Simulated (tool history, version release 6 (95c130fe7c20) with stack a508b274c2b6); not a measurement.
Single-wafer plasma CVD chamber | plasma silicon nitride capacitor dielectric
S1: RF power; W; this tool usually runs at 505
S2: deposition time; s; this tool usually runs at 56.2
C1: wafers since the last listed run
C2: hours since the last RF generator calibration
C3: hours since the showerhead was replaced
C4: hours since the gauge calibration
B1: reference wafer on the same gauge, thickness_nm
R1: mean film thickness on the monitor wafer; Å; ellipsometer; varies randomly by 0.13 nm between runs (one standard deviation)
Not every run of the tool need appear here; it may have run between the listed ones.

| run | hour | S1 | S2 | C1 | C2 | C3 | C4 | B1 | R1 |
|---|---|---|---|---|---|---|---|---|---|
| 1 | 0.0 | 505 | 56.2 | 0 | 2273.8 | 3631.8 | 50.9 | 91.073 | 845.83 |
| 2 | 17.8 | 440 | 60.4 | 373 | 2291.6 | 3649.6 | 68.7 | 91.081 | 872.78 |
| 3 | 34.4 | 440 | 60.4 | 348 | 2308.2 | 3666.2 | 85.3 | 91.078 | 873.97 |
| 4 | 44.9 | 440 | 60.4 | 220 | 2318.7 | 3676.7 | 95.8 | 91.061 | 873.69 |
| 5 | 60.5 | 445 | 56.2 | 327 | 2334.3 | 3692.3 | 111.4 | 91.101 | 812.97 |
| 6 | 68.1 | 445 | 56.2 | 159 | 2341.9 | 3699.9 | 119.0 | 91.042 | 814.98 |
| 7 | 77.7 | 505 | 56.2 | 201 | 2351.5 | 3709.5 | 128.6 | 91.095 | 843.11 |
| 8 | 95.6 | 505 | 56.2 | 376 | 2369.4 | 3727.4 | 146.5 | 91.094 | 843.29 |
| 9 | 101.7 | 505 | 56.2 | 128 | 2375.5 | 3733.5 | 152.6 | 91.097 | 844.66 |
| 10 | 113.5 | 505 | 49.7 | 247 | 2387.3 | 3745.3 | 164.4 | 91.062 | 746.38 |
| 11 | 130.2 | 505 | 56.2 | 350 | 2404.0 | 3762.0 | 181.1 | 91.085 | 840.64 |
| 12 | 146.1 | 505 | 56.2 | 333 | 2419.9 | 3777.9 | 197.0 | 91.115 | 842.79 |
| 13 | 158.6 | 505 | 56.2 | 262 | 2432.4 | 3790.4 | 209.5 | 91.075 | 840.59 |
|  | 168.2 | RF generator calibrated |
| 14 | 172.1 | 505 | 56.2 | 115 | 3.9 | 3803.9 | 223.0 | 91.101 | 835.08 |
| 15 | 181.6 | 505 | 56.2 | 199 | 13.4 | 3813.4 | 232.5 | 91.143 | 836.29 |
| 16 | 198.1 | 505 | 56.2 | 346 | 29.9 | 3829.9 | 249.0 | 91.069 | 836.19 |
| 17 | 215.0 | 435 | 56.2 | 354 | 46.8 | 3846.8 | 265.9 | 91.107 | 800.05 |
| 18 | 227.7 | 435 | 56.2 | 266 | 59.5 | 3859.5 | 278.6 | 91.094 | 799.37 |
|  | 239.8 | gauge calibrated |
|  | 245.6 | RF generator calibrated, repeated, since the last time left the tool worse |
| 19 | 246.1 | 505 | 47.6 | 218 | 0.5 | 3877.9 | 6.3 | 91.095 | 726.56 |
| 20 | 258.4 | 505 | 56.2 | 258 | 12.8 | 3890.2 | 18.6 | 91.115 | 856.06 |
| 21 | 271.2 | 410 | 49.9 | 268 | 25.6 | 3903.0 | 31.4 | 91.134 | 718.53 |
| 22 | 277.8 | 440 | 63.7 | 138 | 32.2 | 3909.6 | 38.0 | 91.099 | 937.16 |
| 23 | 292.4 | 550 | 64.7 | 306 | 46.8 | 3924.2 | 52.6 | 91.101 | 1014.81 |
| 24 | 306.5 | 435 | 47.7 | 296 | 60.9 | 3938.3 | 66.7 | 91.150 | 697.98 |
| 25 | 314.7 | 505 | 48.3 | 172 | 69.1 | 3946.5 | 74.9 | 91.086 | 738.01 |
| 26 | 326.7 | 505 | 56.2 | 252 | 81.1 | 3958.5 | 86.9 | 91.131 | 857.44 |
|  | 337.4 | showerhead replaced |
| 27 | 337.9 | 505 | 56.2 | 67 | 92.3 | 0.5 | 98.1 | 91.089 | 858.04 |
| 28 | 344.9 | 585 | 52.0 | 147 | 99.3 | 7.5 | 105.1 | 91.111 | 829.59 |
| 29 | 360.2 | 455 | 65.8 | 321 | 114.6 | 22.8 | 120.4 | 91.094 | 979.51 |
| 30 | 371.5 | 505 | 50.1 | 237 | 125.9 | 34.1 | 131.7 | 91.110 | 766.97 |
| 31 | 379.0 | 505 | 60.3 | 157 | 133.4 | 41.6 | 139.2 | 91.120 | 925.37 |
| 32 | 385.1 | 505 | 56.2 | 128 | 139.5 | 47.7 | 145.3 | 91.087 | 860.68 |
| 33 | 392.2 | 415 | 52.3 | 149 | 146.6 | 54.8 | 152.4 | 91.104 | 755.90 |
| 34 | 419.9 | 440 | 56.2 | 581 | 174.3 | 82.5 | 180.1 | 91.068 | 827.69 |
| 35 | 433.4 | 470 | 65.1 | 283 | 187.8 | 96.0 | 193.6 | 91.095 | 975.47 |
| 36 | 450.6 | 560 | 47.4 | 361 | 205.0 | 113.2 | 210.8 | 91.089 | 746.03 |

3 options for the next run, each taken on its own from the tool as it stands now. Forecast them:
| A | 451.0 | 505 | 56.2 | 8 | 205.4 | 113.6 | 211.2 | ? | ? |
| B | 451.0 | 580 | 49.4 | 8 | 205.4 | 113.6 | 211.2 | ? | ? |
| C | 451.0 | 560 | 66.8 | 8 | 205.4 | 113.6 | 211.2 | ? | ? |

| run | B1 | R1 |
|---|---|---|
| A | 91.083 | 860.36 |
| B | 91.083 | 787.13 |
| C | 91.083 | 1053.62 |
What these runs would have given with no unlogged condition in the tool:
| run | R1 |
|---|---|
| A | 862.16 |
| B | 788.78 |
| C | 1055.83 |

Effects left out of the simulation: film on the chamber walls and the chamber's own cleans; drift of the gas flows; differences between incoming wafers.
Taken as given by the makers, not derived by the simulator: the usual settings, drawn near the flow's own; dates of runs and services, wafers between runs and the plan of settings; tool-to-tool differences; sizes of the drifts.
